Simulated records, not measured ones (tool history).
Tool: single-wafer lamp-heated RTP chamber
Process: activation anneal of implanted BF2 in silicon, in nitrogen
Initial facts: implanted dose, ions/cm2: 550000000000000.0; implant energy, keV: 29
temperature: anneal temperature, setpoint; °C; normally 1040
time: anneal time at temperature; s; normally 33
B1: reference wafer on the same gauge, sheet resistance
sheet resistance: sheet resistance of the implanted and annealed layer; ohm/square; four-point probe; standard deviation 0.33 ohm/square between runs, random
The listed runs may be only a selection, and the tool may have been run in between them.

{"run": 1, "hour": 0.0, "temperature": 1040, "time": 33, "B1": 210, "sheet resistance": 218.4}
{"run": 2, "hour": 30.7, "temperature": 1040, "time": 33, "B1": 210.02, "sheet resistance": 217.89}
{"run": 3, "hour": 43.9, "temperature": 1040, "time": 33, "B1": 210.02, "sheet resistance": 218.02}
{"run": 4, "hour": 61.7, "temperature": 1040, "time": 33, "B1": 209.97, "sheet resistance": 217.89}
{"run": 5, "hour": 85.7, "temperature": 1040, "time": 33, "B1": 209.97, "sheet resistance": 218.32}
{"run": 6, "hour": 100.3, "temperature": 1040, "time": 33, "B1": 209.99, "sheet resistance": 218.45}
{"run": 7, "hour": 115.9, "temperature": 1029, "time": 33, "B1": 210.01, "sheet resistance": 219}
{"run": 8, "hour": 146.3, "temperature": 1040, "time": 33, "B1": 209.99, "sheet resistance": 217.65}
{"run": 9, "hour": 167.5, "temperature": 1040, "time": 33, "B1": 210, "sheet resistance": 217.55}
{"run": 10, "hour": 202.6, "temperature": 1020, "time": 39, "B1": 210.06, "sheet resistance": 218.87}
{"run": 11, "hour": 226.3, "temperature": 1020, "time": 39, "B1": 209.99, "sheet resistance": 218.72}
{"run": 12, "hour": 243.8, "temperature": 1020, "time": 39, "B1": 209.91, "sheet resistance": 218.71}
{"run": 13, "hour": 259.8, "temperature": 1040, "time": 33, "B1": 209.94, "sheet resistance": 217.14}
{"run": 14, "hour": 296.8, "temperature": 1064, "time": 20, "B1": 209.99, "sheet resistance": 218.22}
{"run": 15, "hour": 316.1, "temperature": 1069, "time": 53, "B1": 210.05, "sheet resistance": 209.59}
{"run": 16, "hour": 338.3, "temperature": 1040, "time": 26, "B1": 210.06, "sheet resistance": 220.07}
{"run": 17, "hour": 361.1, "temperature": 1055, "time": 33, "B1": 210.04, "sheet resistance": 216.7}
{"run": 18, "hour": 385.1, "temperature": 1012, "time": 33, "B1": 210.04, "sheet resistance": 221.77}
{"run": 19, "hour": 402.3, "temperature": 1062, "time": 49, "B1": 209.93, "sheet resistance": 212.16}
{"run": 20, "hour": 425.2, "temperature": 1024, "time": 33, "B1": 209.99, "sheet resistance": 220.08}
{"run": 21, "hour": 482.6, "temperature": 1040, "time": 33, "B1": 209.98, "sheet resistance": 217.48}
{"run": 22, "hour": 506.4, "temperature": 1053, "time": 49, "B1": 209.9, "sheet resistance": 213.15}
{"run": 23, "hour": 529.3, "temperature": 1059, "time": 44, "B1": 209.99, "sheet resistance": 213.15}
{"run": 24, "hour": 564.6, "temperature": 1064, "time": 40, "B1": 209.97, "sheet resistance": 212.52}
{"run": 25, "hour": 576.6, "temperature": 1040, "time": 40, "B1": 210.04, "sheet resistance": 216.81}
{"run": 26, "hour": 601.6, "temperature": 1030, "time": 48, "B1": 210.09, "sheet resistance": 215.86}
{"run": 27, "hour": 634.1, "temperature": 1060, "time": 27, "B1": 210.05, "sheet resistance": 216.51}
{"run": 28, "hour": 657.3, "temperature": 1069, "time": 52, "B1": 210.04, "sheet resistance": 210.9}
{"run": 29, "hour": 667.5, "temperature": 1040, "time": 33, "B1": 209.96, "sheet resistance": 217.95}
{"run": 30, "hour": 684.1, "temperature": 1040, "time": 33, "B1": 210.04, "sheet resistance": 218.78}
{"run": 31, "hour": 706.4, "temperature": 1061, "time": 42, "B1": 210.08, "sheet resistance": 213.7}
{"run": 32, "hour": 723.6, "temperature": 1040, "time": 33, "B1": 209.94, "sheet resistance": 218.35}
{"run": 33, "hour": 755.5, "temperature": 1070, "time": 44, "B1": 210.05, "sheet resistance": 212.14}
{"run": 34, "hour": 781.9, "temperature": 1055, "time": 15, "B1": 210.01, "sheet resistance": 220.68}
{"run": 35, "hour": 796.8, "temperature": 1040, "time": 33, "B1": 209.97, "sheet resistance": 217.85}
{"run": 36, "hour": 811.4, "temperature": 1067, "time": 51, "B1": 210.09, "sheet resistance": 211.02}
{"run": 37, "hour": 840.0, "temperature": 1031, "time": 49, "B1": 209.98, "sheet resistance": 216.21}

Not shown here: 4 entries made in the log between runs. Locate each between two listed runs and compare the hidden state at the listed run before it with the hidden state at the listed run after it:
Runs 9 to 10: gauge calibrated (hour 174.9)
  true wafer temperature minus pyrometer reading, K: 5.8 -> 7.56
  difference, measured minus the result without the unlogged condition, sheet resistance: -0.64 -> -1.16 ohm/square
Runs 13 to 14: pyrometer window cleaned and pyrometer calibrated (hour 296.3)
  true wafer temperature minus pyrometer reading, K: 10.9 -> 1.49
  difference, measured minus the result without the unlogged condition, sheet resistance: -1.22 -> -0.14 ohm/square
Runs 14 to 15: reflector plate cleaned (hour 312.5)
  true wafer temperature minus pyrometer reading, K: 1.49 -> 1.52
  difference, measured minus the result without the unlogged condition, sheet resistance: -0.14 -> -0.29 ohm/square
Runs 27 to 28: pyrometer window cleaned and pyrometer calibrated (hour 656.8)
  true wafer temperature minus pyrometer reading, K: 12.9 -> 0.505
  difference, measured minus the result without the unlogged condition, sheet resistance: -1.59 -> -0.09 ohm/square

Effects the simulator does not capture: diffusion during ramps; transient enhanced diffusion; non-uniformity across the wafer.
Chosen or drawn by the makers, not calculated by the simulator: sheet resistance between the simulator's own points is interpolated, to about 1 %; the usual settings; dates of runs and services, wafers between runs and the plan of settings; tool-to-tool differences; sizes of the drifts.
